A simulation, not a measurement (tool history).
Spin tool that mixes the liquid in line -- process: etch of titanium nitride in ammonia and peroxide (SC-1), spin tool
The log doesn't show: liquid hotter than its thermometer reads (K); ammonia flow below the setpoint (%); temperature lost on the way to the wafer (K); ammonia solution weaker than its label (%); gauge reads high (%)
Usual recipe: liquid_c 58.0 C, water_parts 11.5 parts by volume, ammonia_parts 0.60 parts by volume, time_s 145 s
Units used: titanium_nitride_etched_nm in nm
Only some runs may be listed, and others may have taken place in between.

run,day,liquid_c,water_parts,ammonia_parts,time_s,wafers since the last listed run,hours since the thermometer was replaced,hours since the ammonia flow meter was replaced,hours since the heated supply line was repaired,hours since the drum of ammonia solution was connected,hours since the gauge calibration,"read-back film thickness of the titanium nitride reference wafer, read on the same gauge (nm)",titanium_nitride_etched_nm
1,0.000,58.0,11.5,0.60,145,0,90.8,1296.4,2506.2,124.1,524.8,70.00,20.26
2,0.967,58.0,11.5,0.60,145,217,114.0,1319.6,2529.4,147.3,548.0,70.00,20.31
# day 2.129: heated supply line repaired
3,2.429,62.0,8.5,0.60,145,320,149.1,1354.7,7.2,182.4,583.1,70.00,32.51
4,3.758,62.0,8.5,0.60,145,299,181.0,1386.6,39.1,214.3,615.0,70.01,32.50
5,5.017,62.0,8.5,0.60,145,283,211.2,1416.8,69.3,244.5,645.2,70.02,32.71
# day 5.950: gauge calibrated
6,6.321,58.0,8.0,0.60,145,293,242.5,1448.1,100.6,275.8,8.9,70.01,25.73
7,7.067,66.0,16.0,0.60,145,168,260.4,1466.0,118.5,293.7,26.8,70.03,29.93
8,8.012,48.0,15.0,0.40,95,213,283.1,1488.7,141.2,316.4,49.5,70.00,5.73
9,9.342,50.0,11.5,0.60,180,299,315.0,1520.6,173.1,348.3,81.4,69.99,15.32
10,9.862,58.0,11.5,0.60,145,117,327.5,1533.1,185.6,360.8,93.9,69.99,21.28
# day 10.292: ammonia flow meter replaced
11,10.483,60.5,17.0,0.75,80,130,342.4,4.6,200.5,375.7,108.8,69.97,11.74
12,11.842,58.0,11.5,0.45,145,306,375.0,37.2,233.1,408.3,141.4,69.97,20.19
13,12.450,55.5,11.5,0.75,145,137,389.6,51.8,247.7,422.9,156.0,70.00,18.86
14,13.808,58.0,11.5,0.60,105,306,422.2,84.4,280.3,455.5,188.6,70.02,15.40
15,14.642,58.0,11.5,0.30,145,187,442.2,104.4,300.3,475.5,208.6,69.99,18.59
16,15.396,54.5,11.5,0.60,145,169,460.3,122.5,318.4,493.6,226.7,70.02,16.85
17,16.733,58.0,11.5,0.60,220,301,492.4,154.6,350.5,525.7,258.8,70.01,32.27
18,17.825,58.0,11.5,0.85,145,245,518.6,180.8,376.7,551.9,285.0,70.01,22.58
19,19.279,62.0,8.5,0.60,145,327,553.5,215.7,411.6,586.8,319.9,70.02,32.45
20,21.017,58.0,11.5,0.85,145,391,595.2,257.4,453.3,628.5,361.6,69.98,22.37
21,22.142,58.0,11.5,0.60,145,253,622.2,284.4,480.3,655.5,388.6,70.00,21.07
22,23.446,50.5,14.0,0.35,100,293,653.5,315.7,511.6,686.8,419.9,69.97,7.16

Forecast run 23:
23,23.958,62.0,11.5,0.60,65,115,665.8,328.0,523.9,699.1,432.2,?,?

Run 23 measured read-back film thickness of the titanium nitride reference wafer, read on the same gauge (nm) 69.99, titanium_nitride_etched_nm 12.44 nm.
The same run, on a tool lacking any hidden state, would have yielded titanium_nitride_etched_nm 12.61 nm.

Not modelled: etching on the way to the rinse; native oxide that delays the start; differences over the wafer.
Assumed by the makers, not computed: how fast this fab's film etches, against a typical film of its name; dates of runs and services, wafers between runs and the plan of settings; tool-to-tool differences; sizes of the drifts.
